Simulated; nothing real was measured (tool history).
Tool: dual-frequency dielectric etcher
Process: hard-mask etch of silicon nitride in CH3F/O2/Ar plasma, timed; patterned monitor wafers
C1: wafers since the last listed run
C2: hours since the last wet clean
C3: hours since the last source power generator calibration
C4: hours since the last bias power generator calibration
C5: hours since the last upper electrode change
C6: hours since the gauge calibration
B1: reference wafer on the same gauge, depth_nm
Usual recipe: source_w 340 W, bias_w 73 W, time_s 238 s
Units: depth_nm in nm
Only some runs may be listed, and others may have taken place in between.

Run 1, hour 0: usual settings but source_w 320 W; C1 0; C2 395.4; C3 1541.6; C4 1507.1; C5 5465.3; C6 414.7; B1 186.6. Result: depth_nm 165 nm.
Run 2, hour 43.7: usual settings; C1 182; C2 439.1; C3 1585.3; C4 1550.8; C5 5509; C6 458.4; B1 187. Result: depth_nm 170.8 nm.
Run 3, hour 110.2: usual settings; C1 277; C2 505.6; C3 1651.8; C4 1617.3; C5 5575.5; C6 524.9; B1 187.1. Result: depth_nm 169.9 nm.
At hour 144.1: wet clean of the chamber.
Run 4, hour 153.5: usual settings; C1 80; C2 9.4; C3 1695.1; C4 1660.6; C5 5618.8; C6 568.2; B1 187.3. Result: depth_nm 169.9 nm.
Run 5, hour 234.8: usual settings; C1 339; C2 90.7; C3 1776.4; C4 1741.9; C5 5700.1; C6 649.5; B1 188. Result: depth_nm 170.8 nm.
Run 6, hour 327.3: usual settings; C1 386; C2 183.2; C3 1868.9; C4 1834.4; C5 5792.6; C6 742; B1 188.3. Result: depth_nm 171.5 nm.
Run 7, hour 383.4: usual settings; C1 234; C2 239.3; C3 1925; C4 1890.5; C5 5848.7; C6 798.1; B1 188.3. Result: depth_nm 171.9 nm.
Run 8, hour 480.1: usual settings but source_w 280 W, time_s 218.5 s; C1 403; C2 336; C3 2021.7; C4 1987.2; C5 5945.4; C6 894.8; B1 189.2. Result: depth_nm 143.6 nm.
Run 9, hour 526: usual settings but source_w 280 W, time_s 218.5 s; C1 191; C2 381.9; C3 2067.6; C4 2033.1; C5 5991.3; C6 940.7; B1 189.1. Result: depth_nm 141.7 nm.
Run 10, hour 623.5: usual settings but source_w 280 W, time_s 218.5 s; C1 407; C2 479.4; C3 2165.1; C4 2130.6; C5 6088.8; C6 1038.2; B1 189.9. Result: depth_nm 143.4 nm.
At hour 656.6: upper electrode replaced.
Run 11, hour 679.2: usual settings; C1 132; C2 535.1; C3 2220.8; C4 2186.3; C5 22.6; C6 1093.9; B1 190.6. Result: depth_nm 172.5 nm.
Run 12, hour 744: usual settings; C1 270; C2 599.9; C3 2285.6; C4 2251.1; C5 87.4; C6 1158.7; B1 190.7. Result: depth_nm 174.6 nm.
At hour 777.7: wet clean of the chamber.
Run 13, hour 796.3: usual settings; C1 118; C2 18.6; C3 2337.9; C4 2303.4; C5 139.7; C6 1211; B1 191.2. Result: depth_nm 172.9 nm.
Run 14, hour 895.5: usual settings; C1 414; C2 117.8; C3 2437.1; C4 2402.6; C5 238.9; C6 1310.2; B1 192.1. Result: depth_nm 173 nm.
At hour 904.4: bias power generator calibrated.
At hour 941.6: gauge calibrated.
Run 15, hour 980.7: usual settings but source_w 420 W, bias_w 63 W, time_s 200 s; C1 339; C2 203; C3 2522.3; C4 76.3; C5 324.1; C6 39.1; B1 187.2. Result: depth_nm 148.1 nm.
Run 16, hour 1068.1: usual settings but source_w 370 W, time_s 267.5 s; C1 364; C2 290.4; C3 2609.7; C4 163.7; C5 411.5; C6 126.5; B1 187.6. Result: depth_nm 201.2 nm.
Run 17, hour 1142.2: usual settings but source_w 270 W, bias_w 56 W, time_s 189 s; C1 309; C2 364.5; C3 2683.8; C4 237.8; C5 485.6; C6 200.6; B1 187.7. Result: depth_nm 103.4 nm.
Run 18, hour 1249.3: usual settings but source_w 280 W, bias_w 61 W, time_s 280 s; C1 447; C2 471.6; C3 2790.9; C4 344.9; C5 592.7; C6 307.7; B1 187.7. Result: depth_nm 163.5 nm.
At hour 1328.1: wet clean of the chamber.
Run 19, hour 1346.4: usual settings; C1 305; C2 18.3; C3 2888; C4 442; C5 689.8; C6 404.8; B1 187.4. Result: depth_nm 170.5 nm.
At hour 1426.4: source power generator calibrated.
Run 20, hour 1428.7: usual settings but source_w 300 W, time_s 193.5 s; C1 326; C2 100.6; C3 2.3; C4 524.3; C5 772.1; C6 487.1; B1 188. Result: depth_nm 129.9 nm.
Run 21, hour 1535.7: usual settings but time_s 293.5 s; C1 446; C2 207.6; C3 109.3; C4 631.3; C5 879.1; C6 594.1; B1 188.5. Result: depth_nm 210.1 nm.
Run 22, hour 1615.2: usual settings but source_w 300 W; C1 331; C2 287.1; C3 188.8; C4 710.8; C5 958.6; C6 673.6; B1 188.7. Result: depth_nm 160.7 nm.
Run 23, hour 1670.5: usual settings but source_w 390 W; C1 230; C2 342.4; C3 244.1; C4 766.1; C5 1013.9; C6 728.9; B1 189.1. Result: depth_nm 185.2 nm.
Run 24, hour 1776.3: usual settings; C1 441; C2 448.2; C3 349.9; C4 871.9; C5 1119.7; C6 834.7; B1 189.6. Result: depth_nm 172.4 nm.
Run 25, hour 1818: usual settings but source_w 270 W, bias_w 62 W, time_s 285 s; C1 174; C2 489.9; C3 391.6; C4 913.6; C5 1161.4; C6 876.4; B1 189.8. Result: depth_nm 168.3 nm.
Run 26, hour 1884.5: usual settings but source_w 270 W; C1 277; C2 556.4; C3 458.1; C4 980.1; C5 1227.9; C6 942.9; B1 190.1. Result: depth_nm 154.4 nm.
At hour 1939.2: wet clean of the chamber.
Run 27, hour 1939.7: usual settings but source_w 370 W, bias_w 81 W; C1 130; C2 0.5; C3 513.3; C4 1035.3; C5 1283.1; C6 998.1; B1 190.8. Result: depth_nm 191 nm.

Each row is a separate what-if for the run after 27, all from the same tool condition, not one after another. Results?
Run A, hour 1940.2: usual settings; C1 2; C2 1; C3 513.8; C4 1035.8; C5 1283.6; C6 998.6; B1 ?. Result: depth_nm ?.
Run B, hour 1940.2: usual settings but source_w 310 W; C1 2; C2 1; C3 513.8; C4 1035.8; C5 1283.6; C6 998.6; B1 ?. Result: depth_nm ?.
Run C, hour 1940.2: usual settings but source_w 280 W, bias_w 68 W; C1 2; C2 1; C3 513.8; C4 1035.8; C5 1283.6; C6 998.6; B1 ?. Result: depth_nm ?.
Run D, hour 1940.2: usual settings but bias_w 57 W; C1 2; C2 1; C3 513.8; C4 1035.8; C5 1283.6; C6 998.6; B1 ?. Result: depth_nm ?.
Run E, hour 1940.2: usual settings but bias_w 89 W; C1 2; C2 1; C3 513.8; C4 1035.8; C5 1283.6; C6 998.6; B1 ?. Result: depth_nm ?.

run     B1  depth_nm
  A  190.5     172.9
  B  190.5       165
  C  190.5     150.4
  D  190.5     150.7
  E  190.5       192
With no hidden state in the tool, these same runs would have given:
run  depth_nm
  A     169.7
  B     161.9
  C     147.6
  D     147.9
  E     188.4

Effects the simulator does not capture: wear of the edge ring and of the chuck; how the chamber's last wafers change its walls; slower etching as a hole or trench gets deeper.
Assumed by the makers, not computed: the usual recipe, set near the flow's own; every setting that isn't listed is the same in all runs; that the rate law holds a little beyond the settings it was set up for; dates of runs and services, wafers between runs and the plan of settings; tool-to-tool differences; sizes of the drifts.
